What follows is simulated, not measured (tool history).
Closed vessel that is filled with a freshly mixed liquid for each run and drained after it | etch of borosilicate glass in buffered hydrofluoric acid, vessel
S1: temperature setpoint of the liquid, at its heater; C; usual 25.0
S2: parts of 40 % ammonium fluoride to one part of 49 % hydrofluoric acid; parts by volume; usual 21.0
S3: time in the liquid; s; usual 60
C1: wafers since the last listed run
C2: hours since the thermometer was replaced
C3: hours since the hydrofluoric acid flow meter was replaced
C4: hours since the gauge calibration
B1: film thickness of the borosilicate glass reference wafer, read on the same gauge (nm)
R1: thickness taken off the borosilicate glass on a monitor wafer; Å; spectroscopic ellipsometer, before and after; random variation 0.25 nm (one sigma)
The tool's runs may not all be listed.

run     day    S1    S2  S3     C1      C2      C3      C4      B1     R1
  1   0.000  25.0  21.0  60      0   849.4  1004.2   531.8  110.03  354.4
  2   4.021  25.0  21.0  60  12919   945.9  1100.7   628.3  110.02  356.0
  3   8.262  25.0  21.0  60  13629  1047.7  1202.5   730.1  109.98  354.1
  4  11.912  25.0  21.0  60  11728  1135.3  1290.1   817.7  110.01  346.6
  5  14.550  25.0  21.0  60   8474  1198.6  1353.4   881.0  109.98  350.6
  6  18.904  25.0  21.0  60  13990  1303.1  1457.9   985.5  110.00  348.3
  7  23.183  25.0  21.0  60  13749  1405.8  1560.6  1088.2  109.97  347.7
  8  25.038  22.5  21.0  50   5957  1450.3  1605.1  1132.7  110.00  248.4
  9  26.925  25.0  21.0  60   6064  1495.6  1650.4  1178.0  110.01  344.6
 10  29.062  25.0  17.5  60   6868  1546.9  1701.7  1229.3  110.01  405.1
     33.354  -- hydrofluoric acid flow meter replaced
     36.183  -- gauge calibrated
     37.983  -- thermometer replaced
 11  41.058  21.5  21.0  60  38277    73.8   184.9   117.0  109.98  313.4
 12  42.796  20.0  21.0  60   5582   115.5   226.6   158.7  110.01  285.6
 13  46.562  25.0  21.0  60  12103   205.9   317.0   249.1  109.98  376.2
 14  49.258  27.0  29.0  95   8662   270.6   381.7   313.8  110.01  532.6

Each row is a separate what-if for the run after 14, all from the same tool condition, not one after another. Results?
  A  49.288  25.0  21.0  60  93  271.3  382.4  314.5   ?   ?
  B  49.288  25.0  26.0  30  93  271.3  382.4  314.5   ?   ?
  C  49.288  28.5  24.0  60  93  271.3  382.4  314.5   ?   ?
  D  49.288  25.0  21.0  35  93  271.3  382.4  314.5   ?   ?

run      B1     R1
  A  110.04  376.5
  B  110.04  162.4
  C  110.04  413.5
  D  110.04  219.6
Without the tool's unlogged condition, the same runs would have read:
run     R1
  A  382.4
  B  164.9
  C  419.9
  D  223.0
